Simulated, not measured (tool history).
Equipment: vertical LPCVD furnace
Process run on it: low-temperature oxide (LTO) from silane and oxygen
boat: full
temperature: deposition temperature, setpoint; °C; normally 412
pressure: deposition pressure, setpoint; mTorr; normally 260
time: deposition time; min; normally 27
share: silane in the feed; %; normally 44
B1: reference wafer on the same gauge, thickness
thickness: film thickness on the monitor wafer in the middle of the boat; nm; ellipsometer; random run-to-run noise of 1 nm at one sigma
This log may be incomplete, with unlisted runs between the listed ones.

{"run": 1, "hour": 0.0, "temperature": 412, "pressure": 260, "time": 27, "share": 44, "B1": 374.7, "thickness": 369.1}
{"run": 2, "hour": 35.9, "temperature": 412, "pressure": 260, "time": 27, "share": 44, "B1": 375.24, "thickness": 370.05}
{"run": 3, "hour": 67.6, "temperature": 412, "pressure": 260, "time": 27, "share": 44, "B1": 375.06, "thickness": 371.17}
{"run": 4, "hour": 94.1, "temperature": 412, "pressure": 260, "time": 27, "share": 44, "B1": 374.87, "thickness": 370.97}
{"run": 5, "hour": 218.9, "temperature": 412, "pressure": 260, "time": 27, "share": 44, "B1": 375.11, "thickness": 372.02}
{"run": 6, "hour": 288.7, "temperature": 412, "pressure": 260, "time": 27, "share": 44, "B1": 374.95, "thickness": 372.95}
{"run": 7, "hour": 351.4, "temperature": 412, "pressure": 260, "time": 27, "share": 44, "B1": 375.03, "thickness": 371.79}
{"run": 8, "hour": 420.6, "temperature": 412, "pressure": 260, "time": 27, "share": 44, "B1": 375.01, "thickness": 374.48}
{"run": 9, "hour": 484.7, "temperature": 412, "pressure": 260, "time": 27, "share": 44, "B1": 375.03, "thickness": 375.35}
{"run": 10, "hour": 538.1, "temperature": 412, "pressure": 260, "time": 27, "share": 44, "B1": 375.19, "thickness": 375.24}
{"run": 11, "hour": 605.7, "temperature": 412, "pressure": 260, "time": 27, "share": 40, "B1": 374.87, "thickness": 339.78}
{"hour": 644.8, "done": "silane flow controller replaced"}
{"run": 12, "hour": 645.3, "temperature": 412, "pressure": 260, "time": 27, "share": 40, "B1": 374.92, "thickness": 339.17}
{"run": 13, "hour": 678.9, "temperature": 412, "pressure": 260, "time": 27, "share": 40, "B1": 374.87, "thickness": 338.83}
{"run": 14, "hour": 719.4, "temperature": 418, "pressure": 300, "time": 27, "share": 46, "B1": 375.01, "thickness": 477.57}
{"run": 15, "hour": 768.4, "temperature": 412, "pressure": 210, "time": 34, "share": 44, "B1": 375, "thickness": 387.95}
{"hour": 816.1, "done": "thermocouples replaced and temperature profile calibrated"}
{"run": 16, "hour": 816.6, "temperature": 418, "pressure": 300, "time": 27, "share": 46, "B1": 374.89, "thickness": 464.07}
{"run": 17, "hour": 868.4, "temperature": 402, "pressure": 280, "time": 27, "share": 44, "B1": 374.95, "thickness": 349.92}
{"run": 18, "hour": 912.7, "temperature": 418, "pressure": 205, "time": 27, "share": 48, "B1": 374.84, "thickness": 331.63}
{"run": 19, "hour": 956.1, "temperature": 417, "pressure": 280, "time": 31.5, "share": 40, "B1": 375.2, "thickness": 433.79}
{"run": 20, "hour": 984.7, "temperature": 400, "pressure": 260, "time": 27, "share": 44, "B1": 374.98, "thickness": 320.8}

Run 21 has not been measured yet. What should we expect?
{"hour": 1024.3, "done": "gauge calibrated"}
{"hour": 1026.2, "done": "pressure gauge zeroed"}
{"run": 21, "hour": 1036.4, "temperature": 421, "pressure": 300, "time": 23.5, "share": 49, "B1": "?", "thickness": "?"}

B1: 374.78
thickness: 419.37 nm
With the hidden condition absent and the run-to-run variation left alone, this run would have shown thickness 418.4 nm.
